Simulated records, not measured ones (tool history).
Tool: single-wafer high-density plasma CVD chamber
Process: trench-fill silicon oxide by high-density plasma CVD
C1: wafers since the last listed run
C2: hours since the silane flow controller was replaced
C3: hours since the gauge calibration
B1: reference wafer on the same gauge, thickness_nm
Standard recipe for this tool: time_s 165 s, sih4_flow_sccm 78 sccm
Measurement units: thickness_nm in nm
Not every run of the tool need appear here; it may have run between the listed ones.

{"run": 1, "hour": 0.0, "time_s": 180, "sih4_flow_sccm": 86, "C1": 0, "C2": 4577.9, "C3": 154.3, "B1": 1090.771, "thickness_nm": 1511.399}
{"run": 2, "hour": 29.7, "time_s": 180, "sih4_flow_sccm": 86, "C1": 367, "C2": 4607.6, "C3": 184, "B1": 1090.451, "thickness_nm": 1524.125}
{"run": 3, "hour": 54.7, "time_s": 165, "sih4_flow_sccm": 89, "C1": 309, "C2": 4632.6, "C3": 209, "B1": 1090.126, "thickness_nm": 1437.75}
{"run": 4, "hour": 72.6, "time_s": 165, "sih4_flow_sccm": 78, "C1": 221, "C2": 4650.5, "C3": 226.9, "B1": 1089.677, "thickness_nm": 1265.593}
{"run": 5, "hour": 92.4, "time_s": 165, "sih4_flow_sccm": 78, "C1": 245, "C2": 4670.3, "C3": 246.7, "B1": 1090.298, "thickness_nm": 1268.503}
{"run": 6, "hour": 125.4, "time_s": 165, "sih4_flow_sccm": 68, "C1": 408, "C2": 4703.3, "C3": 279.7, "B1": 1090.051, "thickness_nm": 1099.636}
{"run": 7, "hour": 149.4, "time_s": 165, "sih4_flow_sccm": 68, "C1": 297, "C2": 4727.3, "C3": 303.7, "B1": 1089.388, "thickness_nm": 1105.2}
{"run": 8, "hour": 197.1, "time_s": 165, "sih4_flow_sccm": 78, "C1": 590, "C2": 4775, "C3": 351.4, "B1": 1089.726, "thickness_nm": 1267}
{"run": 9, "hour": 218.9, "time_s": 165, "sih4_flow_sccm": 78, "C1": 269, "C2": 4796.8, "C3": 373.2, "B1": 1090.055, "thickness_nm": 1268.146}
{"run": 10, "hour": 252.9, "time_s": 165, "sih4_flow_sccm": 78, "C1": 420, "C2": 4830.8, "C3": 407.2, "B1": 1089.676, "thickness_nm": 1271.544}
{"run": 11, "hour": 273.0, "time_s": 165, "sih4_flow_sccm": 71, "C1": 248, "C2": 4850.9, "C3": 427.3, "B1": 1089.499, "thickness_nm": 1155.669}
{"run": 12, "hour": 293.7, "time_s": 165, "sih4_flow_sccm": 71, "C1": 256, "C2": 4871.6, "C3": 448, "B1": 1090.225, "thickness_nm": 1155.381}
{"run": 13, "hour": 320.3, "time_s": 165, "sih4_flow_sccm": 71, "C1": 329, "C2": 4898.2, "C3": 474.6, "B1": 1090.598, "thickness_nm": 1153.034}
{"run": 14, "hour": 342.1, "time_s": 185, "sih4_flow_sccm": 82, "C1": 269, "C2": 4920, "C3": 496.4, "B1": 1088.956, "thickness_nm": 1498.377}
{"hour": 374.6, "done": "silane flow controller replaced"}
{"run": 15, "hour": 375.1, "time_s": 165, "sih4_flow_sccm": 78, "C1": 309, "C2": 0.5, "C3": 529.4, "B1": 1090.287, "thickness_nm": 1196.008}
{"run": 16, "hour": 404.1, "time_s": 165, "sih4_flow_sccm": 78, "C1": 359, "C2": 29.5, "C3": 558.4, "B1": 1089.909, "thickness_nm": 1195.39}
{"run": 17, "hour": 423.1, "time_s": 165, "sih4_flow_sccm": 78, "C1": 235, "C2": 48.5, "C3": 577.4, "B1": 1089.386, "thickness_nm": 1200.315}
{"run": 18, "hour": 435.2, "time_s": 165, "sih4_flow_sccm": 78, "C1": 149, "C2": 60.6, "C3": 589.5, "B1": 1090.19, "thickness_nm": 1197.183}
{"run": 19, "hour": 448.1, "time_s": 165, "sih4_flow_sccm": 78, "C1": 159, "C2": 73.5, "C3": 602.4, "B1": 1089.921, "thickness_nm": 1197.406}
{"run": 20, "hour": 472.9, "time_s": 185, "sih4_flow_sccm": 82, "C1": 307, "C2": 98.3, "C3": 627.2, "B1": 1089.599, "thickness_nm": 1413.741}
{"run": 21, "hour": 499.9, "time_s": 150, "sih4_flow_sccm": 89, "C1": 334, "C2": 125.3, "C3": 654.2, "B1": 1089.208, "thickness_nm": 1243.242}
{"run": 22, "hour": 588.8, "time_s": 194, "sih4_flow_sccm": 85, "C1": 1100, "C2": 214.2, "C3": 743.1, "B1": 1089.478, "thickness_nm": 1538.8}
{"run": 23, "hour": 604.1, "time_s": 165, "sih4_flow_sccm": 78, "C1": 189, "C2": 229.5, "C3": 758.4, "B1": 1089.677, "thickness_nm": 1201.781}
{"run": 24, "hour": 634.3, "time_s": 174, "sih4_flow_sccm": 78, "C1": 373, "C2": 259.7, "C3": 788.6, "B1": 1089.959, "thickness_nm": 1270.127}
{"run": 25, "hour": 649.1, "time_s": 134, "sih4_flow_sccm": 83, "C1": 183, "C2": 274.5, "C3": 803.4, "B1": 1089.797, "thickness_nm": 1041.107}
{"run": 26, "hour": 667.3, "time_s": 165, "sih4_flow_sccm": 65, "C1": 225, "C2": 292.7, "C3": 821.6, "B1": 1089.775, "thickness_nm": 1006.426}
{"run": 27, "hour": 684.7, "time_s": 152, "sih4_flow_sccm": 90, "C1": 215, "C2": 310.1, "C3": 839, "B1": 1090.474, "thickness_nm": 1273.05}
{"run": 28, "hour": 698.3, "time_s": 145, "sih4_flow_sccm": 86, "C1": 168, "C2": 323.7, "C3": 852.6, "B1": 1090.368, "thickness_nm": 1163.923}
{"run": 29, "hour": 714.4, "time_s": 149, "sih4_flow_sccm": 72, "C1": 199, "C2": 339.8, "C3": 868.7, "B1": 1089.531, "thickness_nm": 999.536}
{"hour": 730.8, "done": "gauge calibrated"}
{"run": 30, "hour": 743.8, "time_s": 187, "sih4_flow_sccm": 88, "C1": 363, "C2": 369.2, "C3": 13, "B1": 1089.652, "thickness_nm": 1533.778}
{"run": 31, "hour": 763.6, "time_s": 175, "sih4_flow_sccm": 67, "C1": 245, "C2": 389, "C3": 32.8, "B1": 1090.295, "thickness_nm": 1092.573}
{"run": 32, "hour": 778.3, "time_s": 165, "sih4_flow_sccm": 93, "C1": 181, "C2": 403.7, "C3": 47.5, "B1": 1090.157, "thickness_nm": 1432.416}
{"run": 33, "hour": 796.9, "time_s": 148, "sih4_flow_sccm": 89, "C1": 230, "C2": 422.3, "C3": 66.1, "B1": 1089.979, "thickness_nm": 1229.305}
{"run": 34, "hour": 857.8, "time_s": 177, "sih4_flow_sccm": 93, "C1": 753, "C2": 483.2, "C3": 127, "B1": 1089.352, "thickness_nm": 1541.206}
{"run": 35, "hour": 887.1, "time_s": 165, "sih4_flow_sccm": 90, "C1": 362, "C2": 512.5, "C3": 156.3, "B1": 1089.965, "thickness_nm": 1385.368}
{"run": 36, "hour": 900.8, "time_s": 165, "sih4_flow_sccm": 78, "C1": 169, "C2": 526.2, "C3": 170, "B1": 1089.608, "thickness_nm": 1200.891}
{"run": 37, "hour": 922.7, "time_s": 198, "sih4_flow_sccm": 83, "C1": 271, "C2": 548.1, "C3": 191.9, "B1": 1090.178, "thickness_nm": 1537.691}
{"run": 38, "hour": 940.7, "time_s": 165, "sih4_flow_sccm": 78, "C1": 222, "C2": 566.1, "C3": 209.9, "B1": 1090.479, "thickness_nm": 1208.073}

What if the next run were any one of these 4? Each begins from the tool's condition after run 38:
{"run": "A", "hour": 941.1, "time_s": 165, "sih4_flow_sccm": 78, "C1": 4, "C2": 566.5, "C3": 210.3, "B1": "?", "thickness_nm": "?"}
{"run": "B", "hour": 941.1, "time_s": 195, "sih4_flow_sccm": 78, "C1": 4, "C2": 566.5, "C3": 210.3, "B1": "?", "thickness_nm": "?"}
{"run": "C", "hour": 941.1, "time_s": 165, "sih4_flow_sccm": 86, "C1": 4, "C2": 566.5, "C3": 210.3, "B1": "?", "thickness_nm": "?"}
{"run": "D", "hour": 941.1, "time_s": 181, "sih4_flow_sccm": 65, "C1": 4, "C2": 566.5, "C3": 210.3, "B1": "?", "thickness_nm": "?"}

run=A B1=1089.548 thickness_nm=1201.804
run=B B1=1089.548 thickness_nm=1420.314
run=C B1=1089.548 thickness_nm=1325.066
run=D B1=1089.548 thickness_nm=1098.619
What these runs would have given with no unlogged condition in the tool:
run=A thickness_nm=1193.312
run=B thickness_nm=1410.277
run=C thickness_nm=1315.702
run=D thickness_nm=1090.856
